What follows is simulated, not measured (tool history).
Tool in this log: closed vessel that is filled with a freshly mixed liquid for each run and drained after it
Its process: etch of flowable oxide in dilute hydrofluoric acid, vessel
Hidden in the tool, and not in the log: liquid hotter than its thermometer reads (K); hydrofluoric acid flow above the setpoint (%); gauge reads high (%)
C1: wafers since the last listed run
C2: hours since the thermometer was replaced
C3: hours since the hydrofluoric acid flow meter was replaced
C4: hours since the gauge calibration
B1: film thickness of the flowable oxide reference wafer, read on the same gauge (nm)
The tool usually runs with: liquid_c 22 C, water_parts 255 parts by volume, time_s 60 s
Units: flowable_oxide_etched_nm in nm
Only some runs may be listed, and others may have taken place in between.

Run 1, hour 0: usual settings; C1 0; C2 2077.4; C3 1032.8; C4 0.6; B1 40.02. Result: flowable_oxide_etched_nm 10.14 nm.
Run 2, hour 17.1: usual settings; C1 2493; C2 2094.5; C3 1049.9; C4 17.7; B1 39.97. Result: flowable_oxide_etched_nm 10.18 nm.
Run 3, hour 30.3: usual settings; C1 1925; C2 2107.7; C3 1063.1; C4 30.9; B1 40.02. Result: flowable_oxide_etched_nm 10.22 nm.
Run 4, hour 41.9: usual settings; C1 1691; C2 2119.3; C3 1074.7; C4 42.5; B1 39.95. Result: flowable_oxide_etched_nm 10.17 nm.
Run 5, hour 58.8: usual settings; C1 2464; C2 2136.2; C3 1091.6; C4 59.4; B1 40.03. Result: flowable_oxide_etched_nm 10.22 nm.
Run 6, hour 76.5: usual settings but liquid_c 24.5 C; C1 2581; C2 2153.9; C3 1109.3; C4 77.1; B1 40. Result: flowable_oxide_etched_nm 11.18 nm.
Run 7, hour 90.1: usual settings but liquid_c 24.5 C, time_s 70 s; C1 1983; C2 2167.5; C3 1122.9; C4 90.7; B1 40.02. Result: flowable_oxide_etched_nm 13.12 nm.
Run 8, hour 102.3: usual settings but liquid_c 24.5 C, time_s 70 s; C1 1779; C2 2179.7; C3 1135.1; C4 102.9; B1 40.01. Result: flowable_oxide_etched_nm 13.09 nm.
Run 9, hour 115.1: usual settings; C1 1866; C2 2192.5; C3 1147.9; C4 115.7; B1 39.99. Result: flowable_oxide_etched_nm 10.27 nm.
At hour 128.6: thermometer replaced.
Run 10, hour 147.5: usual settings but liquid_c 24 C, water_parts 200 parts by volume; C1 4579; C2 18.9; C3 1180.3; C4 148.1; B1 39.99. Result: flowable_oxide_etched_nm 13.89 nm.
Run 11, hour 159.5: usual settings but liquid_c 24 C, water_parts 200 parts by volume; C1 1750; C2 30.9; C3 1192.3; C4 160.1; B1 40.02. Result: flowable_oxide_etched_nm 13.91 nm.
At hour 171.7: hydrofluoric acid flow meter replaced.
Run 12, hour 175.7: usual settings but water_parts 375 parts by volume; C1 2216; C2 47.1; C3 4; C4 176.3; B1 40. Result: flowable_oxide_etched_nm 5.34 nm.
Run 13, hour 185.5: usual settings but liquid_c 24 C, water_parts 200 parts by volume; C1 1429; C2 56.9; C3 13.8; C4 186.1; B1 40.01. Result: flowable_oxide_etched_nm 12.79 nm.
Run 14, hour 200: usual settings but time_s 75 s; C1 2114; C2 71.4; C3 28.3; C4 200.6; B1 39.99. Result: flowable_oxide_etched_nm 11.06 nm.
Run 15, hour 214.2: usual settings but liquid_c 24 C, water_parts 200 parts by volume; C1 2070; C2 85.6; C3 42.5; C4 214.8; B1 40. Result: flowable_oxide_etched_nm 12.87 nm.
At hour 226.9: gauge calibrated.
Run 16, hour 227.3: usual settings but liquid_c 24 C, water_parts 200 parts by volume; C1 1910; C2 98.7; C3 55.6; C4 0.4; B1 39.99. Result: flowable_oxide_etched_nm 12.88 nm.
Run 17, hour 244.8: usual settings but liquid_c 26 C, time_s 75 s; C1 2552; C2 116.2; C3 73.1; C4 17.9; B1 40.02. Result: flowable_oxide_etched_nm 12.73 nm.
Run 18, hour 255.9: usual settings but liquid_c 23.5 C, water_parts 210 parts by volume; C1 1618; C2 127.3; C3 84.2; C4 29; B1 39.98. Result: flowable_oxide_etched_nm 11.87 nm.
Run 19, hour 271.3: usual settings; C1 2245; C2 142.7; C3 99.6; C4 44.4; B1 39.99. Result: flowable_oxide_etched_nm 8.88 nm.

Run 20, settings as shown, results not yet in. Your forecast:
Run 20, hour 285.3: usual settings but liquid_c 23.5 C, water_parts 210 parts by volume; C1 2041; C2 156.7; C3 113.6; C4 58.4; B1 ?. Result: flowable_oxide_etched_nm ?.

{"run 20": {"B1": 39.99, "flowable_oxide_etched_nm": 11.93}}
With the hidden condition absent and the run-to-run variation left alone, this run would have shown flowable_oxide_etched_nm 11.63 nm.

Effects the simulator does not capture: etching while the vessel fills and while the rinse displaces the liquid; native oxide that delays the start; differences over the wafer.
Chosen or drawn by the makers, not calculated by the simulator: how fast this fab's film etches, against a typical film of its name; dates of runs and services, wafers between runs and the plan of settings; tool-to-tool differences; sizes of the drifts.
